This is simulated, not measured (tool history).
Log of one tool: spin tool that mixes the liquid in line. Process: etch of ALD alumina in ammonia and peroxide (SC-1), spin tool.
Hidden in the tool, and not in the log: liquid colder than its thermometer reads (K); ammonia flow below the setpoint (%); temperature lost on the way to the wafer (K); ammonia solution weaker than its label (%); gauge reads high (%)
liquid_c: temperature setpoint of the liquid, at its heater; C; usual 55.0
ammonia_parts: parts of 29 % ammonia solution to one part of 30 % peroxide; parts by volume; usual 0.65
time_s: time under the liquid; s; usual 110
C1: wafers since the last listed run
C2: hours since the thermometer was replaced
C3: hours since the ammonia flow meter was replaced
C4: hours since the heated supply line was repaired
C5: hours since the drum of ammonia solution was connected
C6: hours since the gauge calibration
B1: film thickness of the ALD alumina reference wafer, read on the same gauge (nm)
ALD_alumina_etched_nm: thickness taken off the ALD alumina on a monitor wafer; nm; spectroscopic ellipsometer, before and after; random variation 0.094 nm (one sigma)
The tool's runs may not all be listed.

{"run": 1, "day": 0.0, "liquid_c": 60.0, "ammonia_parts": 0.65, "time_s": 140, "C1": 0, "C2": 36.8, "C3": 1056.3, "C4": 2293.2, "C5": 57.0, "C6": 941.8, "B1": 99.98, "ALD_alumina_etched_nm": 15.17}
{"run": 2, "day": 0.725, "liquid_c": 60.0, "ammonia_parts": 0.65, "time_s": 140, "C1": 107, "C2": 54.2, "C3": 1073.7, "C4": 2310.6, "C5": 74.4, "C6": 959.2, "B1": 99.98, "ALD_alumina_etched_nm": 15.08}
{"run": 3, "day": 1.538, "liquid_c": 55.0, "ammonia_parts": 0.65, "time_s": 135, "C1": 120, "C2": 73.7, "C3": 1093.2, "C4": 2330.1, "C5": 93.9, "C6": 978.7, "B1": 100.0, "ALD_alumina_etched_nm": 10.88}
{"run": 4, "day": 2.8, "liquid_c": 55.0, "ammonia_parts": 0.65, "time_s": 135, "C1": 187, "C2": 104.0, "C3": 1123.5, "C4": 2360.4, "C5": 124.2, "C6": 1009.0, "B1": 100.0, "ALD_alumina_etched_nm": 11.11}
{"run": 5, "day": 3.867, "liquid_c": 55.0, "ammonia_parts": 0.65, "time_s": 135, "C1": 158, "C2": 129.6, "C3": 1149.1, "C4": 2386.0, "C5": 149.8, "C6": 1034.6, "B1": 99.99, "ALD_alumina_etched_nm": 10.84}
{"run": 6, "day": 5.338, "liquid_c": 55.0, "ammonia_parts": 0.9, "time_s": 110, "C1": 218, "C2": 164.9, "C3": 1184.4, "C4": 2421.3, "C5": 185.1, "C6": 1069.9, "B1": 100.0, "ALD_alumina_etched_nm": 9.16}
{"run": 7, "day": 6.525, "liquid_c": 62.5, "ammonia_parts": 0.65, "time_s": 110, "C1": 176, "C2": 193.4, "C3": 1212.9, "C4": 2449.8, "C5": 213.6, "C6": 1098.4, "B1": 100.01, "ALD_alumina_etched_nm": 13.32}
{"run": 8, "day": 7.25, "liquid_c": 55.0, "ammonia_parts": 0.65, "time_s": 145, "C1": 107, "C2": 210.8, "C3": 1230.3, "C4": 2467.2, "C5": 231.0, "C6": 1115.8, "B1": 100.0, "ALD_alumina_etched_nm": 11.63}
{"run": 9, "day": 8.646, "liquid_c": 55.0, "ammonia_parts": 0.65, "time_s": 110, "C1": 207, "C2": 244.3, "C3": 1263.8, "C4": 2500.7, "C5": 264.5, "C6": 1149.3, "B1": 100.02, "ALD_alumina_etched_nm": 8.85}
{"run": 10, "day": 9.221, "liquid_c": 55.0, "ammonia_parts": 0.8, "time_s": 170, "C1": 85, "C2": 258.1, "C3": 1277.6, "C4": 2514.5, "C5": 278.3, "C6": 1163.1, "B1": 100.03, "ALD_alumina_etched_nm": 13.9}
{"run": 11, "day": 10.442, "liquid_c": 55.0, "ammonia_parts": 0.45, "time_s": 110, "C1": 181, "C2": 287.4, "C3": 1306.9, "C4": 2543.8, "C5": 307.6, "C6": 1192.4, "B1": 100.0, "ALD_alumina_etched_nm": 8.48}
{"day": 10.604, "done": "gauge calibrated"}
{"run": 12, "day": 11.812, "liquid_c": 55.0, "ammonia_parts": 0.45, "time_s": 110, "C1": 203, "C2": 320.3, "C3": 1339.8, "C4": 2576.7, "C5": 340.5, "C6": 29.0, "B1": 99.98, "ALD_alumina_etched_nm": 8.42}
{"day": 13.071, "done": "heated supply line repaired"}
{"day": 13.754, "done": "new drum of ammonia solution connected"}
{"run": 13, "day": 14.004, "liquid_c": 55.0, "ammonia_parts": 0.65, "time_s": 65, "C1": 312, "C2": 372.9, "C3": 1392.4, "C4": 22.4, "C5": 6.0, "C6": 81.6, "B1": 100.01, "ALD_alumina_etched_nm": 6.08}
{"run": 14, "day": 14.888, "liquid_c": 55.0, "ammonia_parts": 0.65, "time_s": 95, "C1": 131, "C2": 394.1, "C3": 1413.6, "C4": 43.6, "C5": 27.2, "C6": 102.8, "B1": 99.98, "ALD_alumina_etched_nm": 8.91}
{"run": 15, "day": 16.029, "liquid_c": 55.0, "ammonia_parts": 0.8, "time_s": 135, "C1": 169, "C2": 421.5, "C3": 1441.0, "C4": 71.0, "C5": 54.6, "C6": 130.2, "B1": 99.96, "ALD_alumina_etched_nm": 12.77}
{"run": 16, "day": 17.217, "liquid_c": 47.5, "ammonia_parts": 0.9, "time_s": 70, "C1": 176, "C2": 450.0, "C3": 1469.5, "C4": 99.5, "C5": 83.1, "C6": 158.7, "B1": 100.01, "ALD_alumina_etched_nm": 4.32}
{"day": 18.129, "done": "ammonia flow meter replaced"}
{"run": 17, "day": 18.292, "liquid_c": 64.5, "ammonia_parts": 0.8, "time_s": 110, "C1": 153, "C2": 475.8, "C3": 3.9, "C4": 125.3, "C5": 108.9, "C6": 184.5, "B1": 100.01, "ALD_alumina_etched_nm": 16.62}
{"run": 18, "day": 18.971, "liquid_c": 47.5, "ammonia_parts": 0.65, "time_s": 110, "C1": 100, "C2": 492.1, "C3": 20.2, "C4": 141.6, "C5": 125.2, "C6": 200.8, "B1": 100.01, "ALD_alumina_etched_nm": 6.56}
{"run": 19, "day": 20.446, "liquid_c": 55.0, "ammonia_parts": 0.65, "time_s": 110, "C1": 218, "C2": 527.5, "C3": 55.6, "C4": 177.0, "C5": 160.6, "C6": 236.2, "B1": 99.97, "ALD_alumina_etched_nm": 9.9}
{"run": 20, "day": 21.292, "liquid_c": 55.0, "ammonia_parts": 0.65, "time_s": 110, "C1": 125, "C2": 547.8, "C3": 75.9, "C4": 197.3, "C5": 180.9, "C6": 256.5, "B1": 100.03, "ALD_alumina_etched_nm": 10.0}
{"run": 21, "day": 22.562, "liquid_c": 48.5, "ammonia_parts": 0.8, "time_s": 55, "C1": 188, "C2": 578.3, "C3": 106.4, "C4": 227.8, "C5": 211.4, "C6": 287.0, "B1": 100.01, "ALD_alumina_etched_nm": 3.51}
{"run": 22, "day": 23.479, "liquid_c": 45.5, "ammonia_parts": 0.65, "time_s": 90, "C1": 135, "C2": 600.3, "C3": 128.4, "C4": 249.8, "C5": 233.4, "C6": 309.0, "B1": 100.01, "ALD_alumina_etched_nm": 4.76}
{"run": 23, "day": 24.867, "liquid_c": 48.0, "ammonia_parts": 0.85, "time_s": 60, "C1": 205, "C2": 633.6, "C3": 161.7, "C4": 283.1, "C5": 266.7, "C6": 342.3, "B1": 100.0, "ALD_alumina_etched_nm": 3.71}
{"run": 24, "day": 26.329, "liquid_c": 55.0, "ammonia_parts": 0.65, "time_s": 110, "C1": 216, "C2": 668.7, "C3": 196.8, "C4": 318.2, "C5": 301.8, "C6": 377.4, "B1": 99.99, "ALD_alumina_etched_nm": 9.61}
{"run": 25, "day": 27.771, "liquid_c": 61.0, "ammonia_parts": 0.45, "time_s": 145, "C1": 213, "C2": 703.3, "C3": 231.4, "C4": 352.8, "C5": 336.4, "C6": 412.0, "B1": 99.98, "ALD_alumina_etched_nm": 17.27}
{"run": 26, "day": 29.062, "liquid_c": 60.5, "ammonia_parts": 0.95, "time_s": 145, "C1": 191, "C2": 734.3, "C3": 262.4, "C4": 383.8, "C5": 367.4, "C6": 443.0, "B1": 100.03, "ALD_alumina_etched_nm": 17.73}

Forecast each of these 3 alternatives for the next run:
{"run": "A", "day": 29.079, "liquid_c": 64.5, "ammonia_parts": 0.65, "time_s": 110, "C1": 2, "C2": 734.7, "C3": 262.8, "C4": 384.2, "C5": 367.8, "C6": 443.4, "B1": "?", "ALD_alumina_etched_nm": "?"}
{"run": "B", "day": 29.079, "liquid_c": 50.5, "ammonia_parts": 0.65, "time_s": 150, "C1": 2, "C2": 734.7, "C3": 262.8, "C4": 384.2, "C5": 367.8, "C6": 443.4, "B1": "?", "ALD_alumina_etched_nm": "?"}
{"run": "C", "day": 29.079, "liquid_c": 55.0, "ammonia_parts": 0.9, "time_s": 140, "C1": 2, "C2": 734.7, "C3": 262.8, "C4": 384.2, "C5": 367.8, "C6": 443.4, "B1": "?", "ALD_alumina_etched_nm": "?"}

run=A B1=100.01 ALD_alumina_etched_nm=15.79
run=B B1=100.01 ALD_alumina_etched_nm=10.26
run=C B1=100.01 ALD_alumina_etched_nm=12.63
Without the tool's hidden state the same runs would have given:
run=A ALD_alumina_etched_nm=17.42
run=B ALD_alumina_etched_nm=11.43
run=C ALD_alumina_etched_nm=14.03
